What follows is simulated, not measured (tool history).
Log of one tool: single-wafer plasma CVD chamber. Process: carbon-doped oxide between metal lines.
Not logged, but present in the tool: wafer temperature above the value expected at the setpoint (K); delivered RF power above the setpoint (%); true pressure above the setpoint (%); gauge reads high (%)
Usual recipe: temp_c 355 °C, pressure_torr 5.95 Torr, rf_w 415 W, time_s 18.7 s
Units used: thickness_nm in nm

| run | hour | temp_c | pressure_torr | rf_w | time_s | wafers since the last listed run | hours since the last thermocouple change | hours since the last RF generator calibration | hours since the last manometer calibration | hours since the showerhead was replaced | hours since the gauge calibration | read-back reference wafer on the same gauge, thickness_nm | thickness_nm |
|---|---|---|---|---|---|---|---|---|---|---|---|---|---|
| 1 | 0 | 355 | 5.95 | 415 | 16.1 | 0 | 1149 | 1375.4 | 1762.8 | 4862.2 | 235.5 | 108.643 | 81.673 |
| 2 | 24.8 | 355 | 5.95 | 415 | 16.1 | 645 | 1173.8 | 1400.2 | 1787.6 | 4887 | 260.3 | 108.592 | 81.444 |
|  | 54.7 | thermocouple changed; heater temperature recalibrated |
| 3 | 56.2 | 361 | 5.95 | 415 | 18.7 | 608 | 1.5 | 1431.6 | 1819 | 4918.4 | 291.7 | 108.634 | 91.318 |
| 4 | 70.6 | 361 | 5.95 | 415 | 18.7 | 374 | 15.9 | 1446 | 1833.4 | 4932.8 | 306.1 | 108.616 | 90.923 |
| 5 | 90.7 | 361 | 5.95 | 415 | 18.7 | 522 | 36 | 1466.1 | 1853.5 | 4952.9 | 326.2 | 108.765 | 91.363 |
| 6 | 113.9 | 355 | 5.95 | 415 | 15.8 | 603 | 59.2 | 1489.3 | 1876.7 | 4976.1 | 349.4 | 108.513 | 78.724 |
| 7 | 133.7 | 355 | 5.95 | 415 | 15.8 | 515 | 79 | 1509.1 | 1896.5 | 4995.9 | 369.2 | 108.574 | 78.562 |
| 8 | 154.7 | 355 | 5.95 | 415 | 15.8 | 546 | 100 | 1530.1 | 1917.5 | 5016.9 | 390.2 | 108.591 | 78.719 |
| 9 | 176.6 | 355 | 5.95 | 415 | 18.7 | 569 | 121.9 | 1552 | 1939.4 | 5038.8 | 412.1 | 108.56 | 93.144 |
| 10 | 264.7 | 364 | 4.64 | 490 | 15.6 | 2291 | 210 | 1640.1 | 2027.5 | 5126.9 | 500.2 | 108.525 | 81.361 |
| 11 | 291.9 | 344 | 5.95 | 455 | 18.7 | 707 | 237.2 | 1667.3 | 2054.7 | 5154.1 | 527.4 | 108.579 | 102.702 |
| 12 | 307.1 | 355 | 5.95 | 475 | 18.7 | 395 | 252.4 | 1682.5 | 2069.9 | 5169.3 | 542.6 | 108.593 | 103.555 |
| 13 | 329.9 | 355 | 5.95 | 485 | 20 | 593 | 275.2 | 1705.3 | 2092.7 | 5192.1 | 565.4 | 108.653 | 111.623 |
| 14 | 365.6 | 343 | 5.95 | 415 | 18.7 | 928 | 310.9 | 1741 | 2128.4 | 5227.8 | 601.1 | 108.634 | 95.089 |
| 15 | 379.6 | 355 | 7.16 | 415 | 18.7 | 364 | 324.9 | 1755 | 2142.4 | 5241.8 | 615.1 | 108.525 | 93.489 |
|  | 406.4 | showerhead replaced |
|  | 420 | capacitance manometer re-zeroed and calibrated |
| 16 | 422.8 | 347 | 5.95 | 415 | 18.7 | 707 | 368.1 | 1798.2 | 2.8 | 16.4 | 658.3 | 108.597 | 94.169 |

What does the tool deliver on the next run?
| 17 | 439.1 | 361 | 5.95 | 415 | 20.9 | 424 | 384.4 | 1814.5 | 19.1 | 32.7 | 674.6 | ? | ? |

{"run 17": {"read-back reference wafer on the same gauge, thickness_nm": 108.55, "thickness_nm": 100.251}}
Had the tool carried no hidden state, the very same run would have given thickness_nm 104.755 nm.
